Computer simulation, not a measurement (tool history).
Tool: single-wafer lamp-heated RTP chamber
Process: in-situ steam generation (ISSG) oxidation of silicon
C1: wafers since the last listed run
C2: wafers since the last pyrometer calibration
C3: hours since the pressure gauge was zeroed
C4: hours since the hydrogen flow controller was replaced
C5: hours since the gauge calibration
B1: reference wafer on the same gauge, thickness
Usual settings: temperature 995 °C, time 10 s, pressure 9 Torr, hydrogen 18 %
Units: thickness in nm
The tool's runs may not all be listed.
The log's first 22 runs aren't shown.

{"run": 23, "hour": 658.7, "temperature": 995, "time": 14, "pressure": 9, "hydrogen": 18, "C1": 227, "C2": 4704, "C3": 162.7, "C4": 452.4, "C5": 131.5, "B1": 3.66, "thickness": 5.014}
{"run": 24, "hour": 684.4, "temperature": 995, "time": 8, "pressure": 9, "hydrogen": 18, "C1": 319, "C2": 5023, "C3": 188.4, "C4": 478.1, "C5": 157.2, "B1": 3.658, "thickness": 3.942}
{"run": 25, "hour": 705.4, "temperature": 995, "time": 10, "pressure": 9.7, "hydrogen": 18, "C1": 260, "C2": 5284, "C3": 209.4, "C4": 499.1, "C5": 178.2, "B1": 3.661, "thickness": 4.289}
{"run": 26, "hour": 734.4, "temperature": 988, "time": 10, "pressure": 8.3, "hydrogen": 18, "C1": 360, "C2": 5644, "C3": 238.4, "C4": 528.1, "C5": 207.2, "B1": 3.66, "thickness": 4.262}
{"run": 27, "hour": 768.2, "temperature": 1013, "time": 7, "pressure": 9.9, "hydrogen": 15, "C1": 419, "C2": 6064, "C3": 272.2, "C4": 561.9, "C5": 241, "B1": 3.659, "thickness": 3.722}
{"run": 28, "hour": 794.1, "temperature": 1003, "time": 10, "pressure": 9.8, "hydrogen": 25, "C1": 321, "C2": 6385, "C3": 298.1, "C4": 587.8, "C5": 266.9, "B1": 3.66, "thickness": 4.763}
{"run": 29, "hour": 813.1, "temperature": 995, "time": 8, "pressure": 9.8, "hydrogen": 18, "C1": 235, "C2": 6621, "C3": 317.1, "C4": 606.8, "C5": 285.9, "B1": 3.659, "thickness": 3.891}
{"run": 30, "hour": 826.3, "temperature": 1005, "time": 10, "pressure": 9, "hydrogen": 18, "C1": 163, "C2": 6785, "C3": 330.3, "C4": 620, "C5": 299.1, "B1": 3.658, "thickness": 4.488}
{"run": 31, "hour": 854.0, "temperature": 995, "time": 7, "pressure": 8.5, "hydrogen": 18, "C1": 344, "C2": 7129, "C3": 358, "C4": 647.7, "C5": 326.8, "B1": 3.66, "thickness": 3.76}

Forecast each of these 4 alternatives for the next run:
{"run": "A", "hour": 854.4, "temperature": 995, "time": 10, "pressure": 9, "hydrogen": 18, "C1": 4, "C2": 7134, "C3": 358.4, "C4": 648.1, "C5": 327.2, "B1": "?", "thickness": "?"}
{"run": "B", "hour": 854.4, "temperature": 995, "time": 10, "pressure": 8, "hydrogen": 14, "C1": 4, "C2": 7134, "C3": 358.4, "C4": 648.1, "C5": 327.2, "B1": "?", "thickness": "?"}
{"run": "C", "hour": 854.4, "temperature": 989, "time": 8, "pressure": 8.6, "hydrogen": 11, "C1": 4, "C2": 7134, "C3": 358.4, "C4": 648.1, "C5": 327.2, "B1": "?", "thickness": "?"}
{"run": "D", "hour": 854.4, "temperature": 1004, "time": 10, "pressure": 9, "hydrogen": 11, "C1": 4, "C2": 7134, "C3": 358.4, "C4": 648.1, "C5": 327.2, "B1": "?", "thickness": "?"}

run=A B1=3.658 thickness=4.332
run=B B1=3.658 thickness=4.1
run=C B1=3.658 thickness=3.454
run=D B1=3.658 thickness=3.981
Without the tool's hidden state the same runs would have given:
run=A thickness=4.252
run=B thickness=4.025
run=C thickness=3.399
run=D thickness=3.902

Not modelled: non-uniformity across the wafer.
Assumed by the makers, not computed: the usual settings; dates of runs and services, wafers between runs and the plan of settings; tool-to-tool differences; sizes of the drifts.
